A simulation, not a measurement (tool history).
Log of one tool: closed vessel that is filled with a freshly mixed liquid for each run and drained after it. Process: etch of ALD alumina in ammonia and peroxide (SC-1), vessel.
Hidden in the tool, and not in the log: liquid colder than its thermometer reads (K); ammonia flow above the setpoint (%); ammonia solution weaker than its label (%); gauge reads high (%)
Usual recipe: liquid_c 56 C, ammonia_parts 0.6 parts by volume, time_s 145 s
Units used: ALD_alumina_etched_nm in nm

run    hour  liquid_c  ammonia_parts  time_s  wafers since the last listed run  hours since the thermometer was replaced  hours since the ammonia flow meter was replaced  hours since the drum of ammonia solution was connected  hours since the gauge calibration  read-back film thickness of the ALD alumina reference wafer, read on the same gauge (nm)  ALD_alumina_etched_nm
  1       0        52            0.6     145                                 0                                    1927.5                                             74.7                                                   150.3                             1061.4                                                                                        50                   9.44
  2    71.1        52            0.6     145                              4215                                    1998.6                                            145.8                                                   221.4                             1132.5                                                                                        50                   9.47
  3   212.6        52            0.6     145                              8390                                    2140.1                                            287.3                                                   362.9                               1274                                                                                     49.98                   9.48
  4   246.3        56            0.8     145                              1998                                    2173.8                                              321                                                   396.6                             1307.7                                                                                     50.01                     12
  5   280.3        56            0.8     145                              2016                                    2207.8                                              355                                                   430.6                             1341.7                                                                                     49.99                  12.12
      315.5  -- new drum of ammonia solution connected
  6   322.2        56            0.6     185                              2425                                    2249.7                                            396.9                                                     6.7                             1383.6                                                                                     49.99                  14.96
  7   385.7        56            0.6     185                              3765                                    2313.2                                            460.4                                                    70.2                             1447.1                                                                                     49.98                  14.96
  8   452.4      50.5            0.6     175                              3954                                    2379.9                                            527.1                                                   136.9                             1513.8                                                                                     49.99                  10.53
  9   492.8        56            0.6     145                              2395                                    2420.3                                            567.5                                                   177.3                             1554.2                                                                                     50.01                  11.71
      498.7  -- ammonia flow meter replaced
 10   543.1        56            0.6      80                              2923                                    2470.6                                             44.4                                                   227.6                             1604.5                                                                                     49.99                   6.39
 11   591.8        56            0.3     145                              2887                                    2519.3                                             93.1                                                   276.3                             1653.2                                                                                     49.99                  10.92
 12   648.8      47.5            0.8     215                              3379                                    2576.3                                            150.1                                                   333.3                             1710.2                                                                                     50.02                  11.18
 13   716.6      50.5            0.6     220                              4020                                    2644.1                                            217.9                                                   401.1                               1778                                                                                     50.01                   13.1
      753.7  -- new drum of ammonia solution connected
 14     755        56            0.6     145                              2217                                    2682.5                                            256.3                                                     1.3                             1816.4                                                                                     50.02                  11.66
 15   806.2      50.5            0.6     175                              3035                                    2733.7                                            307.5                                                    52.5                             1867.6                                                                                        50                  10.46
 16   833.1        56           0.85     120                              1595                                    2760.6                                            334.4                                                    79.4                             1894.5                                                                                     49.95                   9.94
      853.7  -- thermometer replaced
 17   961.8      48.5           0.35     145                              7571                                     108.1                                            463.1                                                   208.1                             2023.2                                                                                     50.04                    7.7
     1007.9  -- ammonia flow meter replaced
 18    1021        56           0.75     200                              3450                                     167.3                                             13.1                                                   267.3                             2082.4                                                                                     50.02                  16.91
     1052.7  -- gauge calibrated
 19  1069.3        56            0.4      70                              2863                                     215.6                                             61.4                                                   315.6                               16.6                                                                                     49.98                   5.61
 20  1137.6        56            0.6     200                              4049                                     283.9                                            129.7                                                   383.9                               84.9                                                                                     49.99                  16.65
 21  1201.8        56            0.6     145                              3806                                     348.1                                            193.9                                                   448.1                              149.1                                                                                     49.98                  12.02
     1211.7  -- new drum of ammonia solution connected
 22    1237        46            0.4      85                              2027                                     383.3                                            229.1                                                    25.3                              184.3                                                                                     49.95                   3.93
 23  1296.8        56            0.4      70                              3545                                     443.1                                            288.9                                                    85.1                              244.1                                                                                     49.97                    5.6
 24  1366.9      60.5            0.7     145                              4156                                     513.2                                              359                                                   155.2                              314.2                                                                                     49.99                  15.44
     1452.9  -- ammonia flow meter replaced
 25  1562.5        59           0.75      75                             11538                                     708.8                                            109.6                                                   350.8                              509.8                                                                                     49.98                    7.4
 26  1613.4      62.5           0.75     145                              3018                                     759.7                                            160.5                                                   401.7                              560.7                                                                                     50.01                  17.12
 27  1643.9        56            0.6      85                              1808                                     790.2                                              191                                                   432.2                              591.2                                                                                     49.98                   7.05
     1651.6  -- new drum of ammonia solution connected
 28  1685.3        66            0.6     205                              2395                                     831.6                                            232.4                                                    33.7                              632.6                                                                                     50.05                  28.27
 29    1736        56            0.8     190                              3006                                     882.3                                            283.1                                                    84.4                              683.3                                                                                     50.03                   16.1

Forecast each of these 4 alternatives for the next run:
  A  1736.7      48.5            0.6     145                                41                                       883                                            283.8                                                    85.1                                684                                                                                         ?                      ?
  B  1736.7        56            0.7     145                                41                                       883                                            283.8                                                    85.1                                684                                                                                         ?                      ?
  C  1736.7        56            0.6     205                                41                                       883                                            283.8                                                    85.1                                684                                                                                         ?                      ?
  D  1736.7        47           0.85     210                                41                                       883                                            283.8                                                    85.1                                684                                                                                         ?                      ?

run  read-back film thickness of the ALD alumina reference wafer, read on the same gauge (nm)  ALD_alumina_etched_nm
  A                                                                                     50.02                   7.97
  B                                                                                     50.02                  12.14
  C                                                                                     50.02                  16.92
  D                                                                                     50.02                  10.97
Without the tool's hidden state the same runs would have given:
run  ALD_alumina_etched_nm
  A                   8.03
  B                  12.22
  C                  17.03
  D                  11.05
